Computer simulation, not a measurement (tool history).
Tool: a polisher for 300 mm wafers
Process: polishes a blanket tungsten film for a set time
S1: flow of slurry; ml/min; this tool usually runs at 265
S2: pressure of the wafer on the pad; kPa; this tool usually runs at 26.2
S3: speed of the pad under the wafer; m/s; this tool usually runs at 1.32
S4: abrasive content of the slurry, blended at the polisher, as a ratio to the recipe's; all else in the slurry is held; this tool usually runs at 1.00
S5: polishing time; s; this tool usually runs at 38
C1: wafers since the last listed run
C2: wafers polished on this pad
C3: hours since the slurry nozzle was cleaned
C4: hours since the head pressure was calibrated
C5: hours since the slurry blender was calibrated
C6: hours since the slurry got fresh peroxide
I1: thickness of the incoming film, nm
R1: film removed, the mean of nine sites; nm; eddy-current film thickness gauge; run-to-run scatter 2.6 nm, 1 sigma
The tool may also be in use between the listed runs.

run,hour,S1,S2,S3,S4,S5,C1,C2,C3,C4,C5,C6,I1,R1
1,0.0,265,26.2,0.98,1.00,38,0,3184,462.9,224.4,313.9,289.7,672.1,226.0
2,60.1,265,26.2,0.98,1.00,38,894,4078,523.0,284.5,374.0,349.8,683.6,221.4
3,165.8,265,31.0,1.32,1.00,38,1572,5651,628.7,390.2,479.7,455.5,679.3,308.9
# hour 226.5: slurry tank refilled with fresh slurry and peroxide
# hour 229.1: worn pad replaced by a new one
# hour 230.7: slurry blender recalibrated
4,256.3,265,31.0,1.32,1.00,38,1268,380,719.2,480.7,25.6,29.8,695.0,316.1
# hour 270.9: head pressure recalibrated
# hour 341.5: slurry nozzle cleaned
5,359.2,265,31.0,1.32,1.00,38,1486,1866,17.7,88.3,128.5,132.7,672.9,293.9
6,432.3,265,24.1,1.32,0.80,38,1087,2954,90.8,161.4,201.6,205.8,670.3,239.7
7,507.2,265,24.1,1.32,0.80,38,1114,4068,165.7,236.3,276.5,280.7,680.9,242.6
8,584.5,265,26.2,1.32,1.00,38,1150,5218,243.0,313.6,353.8,358.0,678.5,267.1
# hour 676.6: worn pad replaced by a new one
# hour 697.9: slurry blender recalibrated
# hour 712.6: head pressure recalibrated
9,769.6,265,31.7,1.72,0.90,28,2634,1324,428.1,57.0,71.7,543.1,676.4,250.7
# hour 798.8: slurry tank refilled with fresh slurry and peroxide
10,861.2,265,26.2,1.32,1.00,38,1347,2672,519.7,148.6,163.3,62.4,682.3,252.2
11,905.8,265,26.2,1.32,1.00,38,663,3335,564.3,193.2,207.9,107.0,683.2,255.8
12,955.4,265,33.1,1.62,0.70,38,737,4073,613.9,242.8,257.5,156.6,670.1,326.8
# hour 964.5: slurry nozzle cleaned
13,1058.5,180,26.2,1.18,1.00,43,1519,5592,94.0,345.9,360.6,259.7,679.9,278.8
14,1122.9,360,20.0,1.46,1.00,38,958,6550,158.4,410.3,425.0,324.1,671.6,233.6
15,1191.4,265,26.2,1.00,1.00,38,1019,7569,226.9,478.8,493.5,392.6,679.6,234.6
# hour 1197.5: head pressure recalibrated
# hour 1230.2: slurry blender recalibrated
# hour 1245.4: worn pad replaced by a new one
# hour 1257.8: slurry tank refilled with fresh slurry and peroxide
16,1289.3,210,26.2,1.18,1.10,38,1322,638,324.8,91.8,59.1,31.5,672.8,243.4
17,1332.4,265,26.2,1.32,1.00,38,641,1279,367.9,134.9,102.2,74.6,684.4,259.1
18,1377.2,265,26.2,1.32,1.00,38,666,1945,412.7,179.7,147.0,119.4,692.3,259.2
19,1428.4,265,29.0,1.32,1.00,38,761,2707,463.9,230.9,198.2,170.6,672.0,274.2
20,1526.4,265,26.2,1.20,1.00,41,1458,4165,561.9,328.9,296.2,268.6,677.7,277.0
21,1571.9,265,26.2,1.32,1.00,38,676,4842,607.4,374.4,341.7,314.1,669.6,266.9
22,1618.5,295,26.2,1.58,1.00,38,693,5536,654.0,421.0,388.3,360.7,669.1,301.5
# hour 1668.7: slurry nozzle cleaned
# hour 1671.8: head pressure recalibrated
23,1708.9,265,26.2,1.32,1.00,43,1300,6836,40.2,37.1,478.7,451.1,677.0,303.0
# hour 1741.3: slurry tank refilled with fresh slurry and peroxide
# hour 1748.8: worn pad replaced by a new one
24,1756.7,265,26.2,0.94,1.20,38,636,117,88.0,84.9,526.5,15.4,677.1,229.2
# hour 1805.8: slurry blender recalibrated
25,1825.5,330,26.2,1.32,0.75,46,993,1111,156.8,153.7,19.7,84.2,671.2,303.7

Below are 5 alternative next runs, each starting from the tool's condition after run 25. Predict each:
A,1825.9,265,26.2,1.16,1.00,38,5,1117,157.2,154.1,20.1,84.6,685.7,?
B,1825.9,355,17.9,1.32,1.00,38,5,1117,157.2,154.1,20.1,84.6,685.7,?
C,1825.9,320,28.3,1.08,1.00,32,5,1117,157.2,154.1,20.1,84.6,685.7,?
D,1825.9,265,33.1,1.46,0.70,38,5,1117,157.2,154.1,20.1,84.6,685.7,?
E,1825.9,310,26.2,1.32,1.20,38,5,1117,157.2,154.1,20.1,84.6,685.7,?

run,R1
A,244.5
B,200.8
C,211.7
D,314.0
E,272.0
Take away the tool's hidden state, keep each run's random variation, and the runs would have read:
run,R1
A,240.1
B,197.2
C,207.9
D,308.4
E,267.2

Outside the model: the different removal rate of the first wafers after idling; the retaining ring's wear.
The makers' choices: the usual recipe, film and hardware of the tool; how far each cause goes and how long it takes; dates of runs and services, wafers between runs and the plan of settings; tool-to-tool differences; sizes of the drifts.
